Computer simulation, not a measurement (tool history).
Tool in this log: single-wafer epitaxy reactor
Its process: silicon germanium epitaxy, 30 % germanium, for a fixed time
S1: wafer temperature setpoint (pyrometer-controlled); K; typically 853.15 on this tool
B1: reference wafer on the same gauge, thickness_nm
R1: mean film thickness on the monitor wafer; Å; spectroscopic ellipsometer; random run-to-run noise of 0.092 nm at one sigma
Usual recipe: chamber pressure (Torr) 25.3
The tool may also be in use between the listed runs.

Run 1, day 0: usual settings; B1 43.357. Result: R1 421.38 Å.
Run 2, day 1.75: usual settings but chamber pressure (Torr) 27.1; B1 43.275. Result: R1 439.84 Å.
At day 2.538: capacitance manometer re-zeroed and calibrated.
Run 3, day 4.375: usual settings; B1 43.319. Result: R1 420.5 Å.
Run 4, day 7.112: usual settings; B1 43.309. Result: R1 420.64 Å.
Run 5, day 9.562: usual settings; B1 43.27. Result: R1 421.85 Å.
Run 6, day 11.504: usual settings but S1 861.15 K; B1 43.261. Result: R1 480.31 Å.
At day 12.738: gauge calibrated.
Run 7, day 12.938: usual settings but S1 861.15 K; B1 43.349. Result: R1 481.01 Å.
Run 8, day 15.35: usual settings but chamber pressure (Torr) 28.9; B1 43.299. Result: R1 455.9 Å.
Run 9, day 18.079: usual settings but S1 865.15 K, chamber pressure (Torr) 26.8; B1 43.339. Result: R1 534.12 Å.
Run 10, day 20.954: usual settings but S1 865.15 K, chamber pressure (Torr) 26.8; B1 43.302. Result: R1 532.06 Å.
Run 11, day 22.238: usual settings but S1 865.15 K, chamber pressure (Torr) 26.8; B1 43.316. Result: R1 533.77 Å.
Run 12, day 24.592: usual settings; B1 43.266. Result: R1 420.27 Å.
Run 13, day 25.708: usual settings; B1 43.247. Result: R1 420.67 Å.
Run 14, day 27.646: usual settings but S1 849.15 K; B1 43.27. Result: R1 394.12 Å.
Run 15, day 29.371: usual settings but S1 860.15 K, chamber pressure (Torr) 27.3; B1 43.314. Result: R1 496.94 Å.
Run 16, day 31.162: usual settings but S1 860.15 K; B1 43.312. Result: R1 472.37 Å.
At day 32.242: pyrometer calibrated.
Run 17, day 33.121: usual settings but S1 858.15 K, chamber pressure (Torr) 21.7; B1 43.252. Result: R1 413.73 Å.
At day 35.321: showerhead replaced.
Run 18, day 35.342: usual settings but S1 858.15 K, chamber pressure (Torr) 30.2; B1 43.28. Result: R1 510.5 Å.
Run 19, day 37.946: usual settings but S1 843.15 K; B1 43.313. Result: R1 356.05 Å.
At day 40.046: capacitance manometer re-zeroed and calibrated.
At day 43.838: gauge calibrated.
Run 20, day 45.504: usual settings but S1 846.15 K, chamber pressure (Torr) 31.6; B1 43.326. Result: R1 425 Å.
Run 21, day 47.333: usual settings but chamber pressure (Torr) 21.9; B1 43.322. Result: R1 382.85 Å.
Run 22, day 48.35: usual settings but S1 846.15 K; B1 43.335. Result: R1 372.89 Å.
Run 23, day 50.9: usual settings; B1 43.236. Result: R1 421.38 Å.
Run 24, day 53.221: usual settings; B1 43.273. Result: R1 422.58 Å.
Run 25, day 59.662: usual settings but S1 857.15 K, chamber pressure (Torr) 19; B1 43.321. Result: R1 365.87 Å.

What the log doesn't show, run by run:
wafer temperature above the value expected at the setpoint (K): 0 at every run
true pressure above the setpoint (%): 0 at every run
gauge reads high (%): 0 at every run
